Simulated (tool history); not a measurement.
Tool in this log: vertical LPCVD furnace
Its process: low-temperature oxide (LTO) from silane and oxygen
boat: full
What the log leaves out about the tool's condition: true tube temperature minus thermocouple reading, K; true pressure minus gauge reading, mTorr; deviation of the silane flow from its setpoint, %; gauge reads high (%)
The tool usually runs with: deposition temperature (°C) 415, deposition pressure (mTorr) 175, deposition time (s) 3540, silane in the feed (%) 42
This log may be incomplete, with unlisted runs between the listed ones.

run	hour	deposition temperature (°C)	deposition pressure (mTorr)	deposition time (s)	silane in the feed (%)	wafers since the last listed run	hours since the last temperature calibration	hours since the pressure gauge was zeroed	hours since the silane flow controller was replaced	hours since the gauge calibration	read-back reference wafer on the same gauge, thickness	film thickness on the monitor wafer in the middle of the boat (angstrom)
1	0.0	415	175	3540	42	0	1109.0	2471.0	3545.3	327.9	535.88	6374.5
2	57.1	415	175	3540	42	564	1166.1	2528.1	3602.4	385.0	535.20	6355.0
3	252.0	415	175	3540	42	1926	1361.0	2723.0	3797.3	579.9	534.75	6362.9
4	311.9	415	175	3540	42	592	1420.9	2782.9	3857.2	639.8	533.24	6366.9
5	343.9	415	175	3540	42	316	1452.9	2814.9	3889.2	671.8	533.98	6316.8
6	377.8	415	145	3540	42	335	1486.8	2848.8	3923.1	705.7	532.63	5269.1
7	455.9	415	145	3540	42	771	1564.9	2926.9	4001.2	783.8	532.31	5255.7
8	493.3	415	175	3540	42	369	1602.3	2964.3	4038.6	821.2	531.21	6335.0
# hour 574.1: silane flow controller replaced
9	574.6	415	175	3540	42	566	1683.6	3045.6	0.5	902.5	529.97	6335.3
10	579.6	415	175	3540	42	49	1688.6	3050.6	5.5	907.5	530.18	6303.6
11	612.3	415	175	3540	42	323	1721.3	3083.3	38.2	940.2	529.23	6301.2
12	663.1	415	175	3540	42	502	1772.1	3134.1	89.0	991.0	528.07	6302.5
# hour 702.7: thermocouples replaced and temperature profile calibrated
13	720.1	415	160	2610	42	326	17.4	3191.1	146.0	1048.0	528.05	4223.8
14	747.4	415	175	3540	48	269	44.7	3218.4	173.3	1075.3	527.81	7191.0
15	799.1	404	175	3540	42	511	96.4	3270.1	225.0	1127.0	526.23	5581.3
16	866.2	415	175	3540	42	663	163.5	3337.2	292.1	1194.1	525.44	6294.7
17	917.6	415	175	3540	42	508	214.9	3388.6	343.5	1245.5	524.58	6248.0
# hour 990.9: pressure gauge zeroed
18	991.4	421	175	3540	42	492	288.7	0.5	417.3	1319.3	523.46	6632.8
19	1017.0	415	175	3540	42	253	314.3	26.1	442.9	1344.9	522.83	6274.5
# hour 1037.2: gauge calibrated
20	1054.8	423	175	4080	42	373	352.1	63.9	480.7	17.6	537.39	7978.8
21	1081.2	405	175	3540	42	260	378.5	90.3	507.1	44.0	537.69	5809.3
22	1105.7	419	215	2340	49	242	403.0	114.8	531.6	68.5	537.98	6250.6

Predict the results of run 23:
23	1142.2	415	175	4650	42	360	439.5	151.3	568.1	105.0	?	?

Run 23 measured read-back reference wafer on the same gauge, thickness 538.35, film thickness on the monitor wafer in the middle of the boat (angstrom) 8406.5.
Take away the tool's hidden state, keep the run-to-run variation as it was, and the same run would have given film thickness on the monitor wafer in the middle of the boat (angstrom) 8425.6.

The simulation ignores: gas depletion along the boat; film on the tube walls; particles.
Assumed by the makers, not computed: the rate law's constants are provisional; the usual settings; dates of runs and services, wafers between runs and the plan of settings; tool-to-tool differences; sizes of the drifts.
